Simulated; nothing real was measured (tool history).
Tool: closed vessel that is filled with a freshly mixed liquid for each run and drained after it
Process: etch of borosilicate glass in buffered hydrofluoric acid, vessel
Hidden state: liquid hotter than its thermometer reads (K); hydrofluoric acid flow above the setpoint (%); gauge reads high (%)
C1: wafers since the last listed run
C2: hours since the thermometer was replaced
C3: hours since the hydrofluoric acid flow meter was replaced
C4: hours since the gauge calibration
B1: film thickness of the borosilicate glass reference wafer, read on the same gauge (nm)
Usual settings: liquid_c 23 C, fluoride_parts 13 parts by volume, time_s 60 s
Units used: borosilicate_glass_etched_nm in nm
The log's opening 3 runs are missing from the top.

Run 4, day 4.208: usual settings but liquid_c 25 C; C1 4159; C2 2021.4; C3 48.1; C4 1133.2; B1 110. Result: borosilicate_glass_etched_nm 61.86 nm.
Run 5, day 4.725: usual settings; C1 1228; C2 2033.8; C3 60.5; C4 1145.6; B1 110.04. Result: borosilicate_glass_etched_nm 55.83 nm.
At day 5.367: gauge calibrated.
Run 6, day 5.925: usual settings; C1 2852; C2 2062.6; C3 89.3; C4 13.4; B1 110.03. Result: borosilicate_glass_etched_nm 55.62 nm.
Run 7, day 6.862: usual settings; C1 2228; C2 2085.1; C3 111.8; C4 35.9; B1 110.02. Result: borosilicate_glass_etched_nm 55.32 nm.
Run 8, day 7.562: usual settings but liquid_c 19.5 C, time_s 70 s; C1 1663; C2 2101.9; C3 128.6; C4 52.7; B1 110.01. Result: borosilicate_glass_etched_nm 53.54 nm.
Run 9, day 8.883: usual settings but liquid_c 19.5 C, time_s 70 s; C1 3139; C2 2133.6; C3 160.3; C4 84.4; B1 109.99. Result: borosilicate_glass_etched_nm 53.56 nm.
Run 10, day 9.65: usual settings; C1 1822; C2 2152; C3 178.7; C4 102.8; B1 110.01. Result: borosilicate_glass_etched_nm 55.29 nm.
At day 9.829: thermometer replaced.
Run 11, day 10.742: usual settings but fluoride_parts 17 parts by volume, time_s 35 s; C1 2495; C2 21.9; C3 204.9; C4 129; B1 109.98. Result: borosilicate_glass_etched_nm 23.77 nm.
Run 12, day 11.45: usual settings; C1 1683; C2 38.9; C3 221.9; C4 146; B1 109.98. Result: borosilicate_glass_etched_nm 53.01 nm.
Run 13, day 12.671: usual settings but liquid_c 20 C, fluoride_parts 8.5 parts by volume, time_s 80 s; C1 2901; C2 68.2; C3 251.2; C4 175.3; B1 109.99. Result: borosilicate_glass_etched_nm 90.06 nm.
Run 14, day 13.254: usual settings but liquid_c 18.5 C, fluoride_parts 16.5 parts by volume, time_s 70 s; C1 1386; C2 82.2; C3 265.2; C4 189.3; B1 110.02. Result: borosilicate_glass_etched_nm 38.27 nm.
Run 15, day 13.825: usual settings; C1 1356; C2 95.9; C3 278.9; C4 203; B1 110. Result: borosilicate_glass_etched_nm 53.01 nm.
Run 16, day 15.083: usual settings; C1 2990; C2 126.1; C3 309.1; C4 233.2; B1 110.02. Result: borosilicate_glass_etched_nm 53.33 nm.
Run 17, day 15.679: usual settings but fluoride_parts 18 parts by volume; C1 1416; C2 140.4; C3 323.4; C4 247.5; B1 110.03. Result: borosilicate_glass_etched_nm 38.58 nm.

What does the tool deliver on the next run?
Run 18, day 16.321: usual settings; C1 1525; C2 155.8; C3 338.8; C4 262.9; B1 ?. Result: borosilicate_glass_etched_nm ?.

{"run 18": {"B1": 109.98, "borosilicate_glass_etched_nm": 53.5}}
On a tool with no hidden condition, and with the same random variation, this run would have come out at borosilicate_glass_etched_nm 51.43 nm.
